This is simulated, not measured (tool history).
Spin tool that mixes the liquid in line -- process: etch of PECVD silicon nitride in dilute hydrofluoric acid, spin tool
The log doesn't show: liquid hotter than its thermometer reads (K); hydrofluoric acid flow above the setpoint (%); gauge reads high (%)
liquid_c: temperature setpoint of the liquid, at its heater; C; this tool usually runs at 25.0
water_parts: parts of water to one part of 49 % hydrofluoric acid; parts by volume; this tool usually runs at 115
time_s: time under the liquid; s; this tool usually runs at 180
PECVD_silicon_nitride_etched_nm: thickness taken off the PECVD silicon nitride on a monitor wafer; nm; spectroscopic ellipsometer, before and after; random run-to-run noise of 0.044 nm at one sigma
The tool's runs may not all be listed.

run,hour,liquid_c,water_parts,time_s,wafers since the last listed run,hours since the thermometer was replaced,hours since the hydrofluoric acid flow meter was replaced,hours since the gauge calibration,"read-back film thickness of the PECVD silicon nitride reference wafer, read on the same gauge (nm)",PECVD_silicon_nitride_etched_nm
1,0.0,25.0,115,250,0,1507.0,838.5,621.0,79.995,8.296
2,21.0,25.0,115,250,139,1528.0,859.5,642.0,79.966,8.183
3,46.0,25.0,115,250,165,1553.0,884.5,667.0,79.971,8.116
4,67.2,25.0,115,180,140,1574.2,905.7,688.2,80.004,5.901
5,85.4,25.0,115,180,120,1592.4,923.9,706.4,79.993,5.921
6,99.7,25.0,115,180,94,1606.7,938.2,720.7,79.997,5.866
7,132.7,25.0,115,180,218,1639.7,971.2,753.7,80.036,5.924
8,152.3,25.0,115,180,129,1659.3,990.8,773.3,80.013,5.932
9,166.1,25.0,115,180,91,1673.1,1004.6,787.1,79.961,6.066
# hour 218.8: gauge calibrated
10,225.6,24.0,115,180,394,1732.6,1064.1,6.8,79.989,5.593
11,245.7,25.0,115,180,133,1752.7,1084.2,26.9,79.996,6.062
12,260.5,25.0,115,180,98,1767.5,1099.0,41.7,80.000,6.049
13,282.3,25.0,115,180,144,1789.3,1120.8,63.5,79.987,6.039
14,310.6,25.0,55,220,187,1817.6,1149.1,91.8,80.017,15.344
15,326.4,25.0,115,180,104,1833.4,1164.9,107.6,79.998,6.059
16,391.3,22.0,60,105,429,1898.3,1229.8,172.5,79.987,5.562
17,405.6,25.0,115,180,94,1912.6,1244.1,186.8,80.028,6.049
# hour 418.6: thermometer replaced
18,435.1,29.0,85,95,188,16.5,1273.6,216.3,80.007,4.749
# hour 449.7: hydrofluoric acid flow meter replaced
19,455.2,25.0,85,270,126,36.6,5.5,236.4,79.993,10.381
20,488.8,21.5,115,180,222,70.2,39.1,270.0,80.019,4.058
21,505.5,25.0,115,180,110,86.9,55.8,286.7,79.988,5.150
22,541.3,25.0,85,145,237,122.7,91.6,322.5,80.024,5.675
23,559.8,29.0,65,245,122,141.2,110.1,341.0,79.993,15.894
24,575.1,22.0,115,180,101,156.5,125.4,356.3,79.998,4.258
25,599.1,25.0,115,180,158,180.5,149.4,380.3,80.024,5.159
26,634.1,20.5,115,180,231,215.5,184.4,415.3,79.979,3.829

Forecast each of these 3 alternatives for the next run:
A,634.6,25.0,115,180,3,216.0,184.9,415.8,?,?
B,634.6,21.5,60,110,3,216.0,184.9,415.8,?,?
C,634.6,25.0,65,180,3,216.0,184.9,415.8,?,?

run,"read-back film thickness of the PECVD silicon nitride reference wafer, read on the same gauge (nm)",PECVD_silicon_nitride_etched_nm
A,79.991,5.245
B,79.991,4.822
C,79.991,9.227
Take away the tool's hidden state, keep each run's random variation, and the runs would have read:
run,PECVD_silicon_nitride_etched_nm
A,5.065
B,4.648
C,8.902
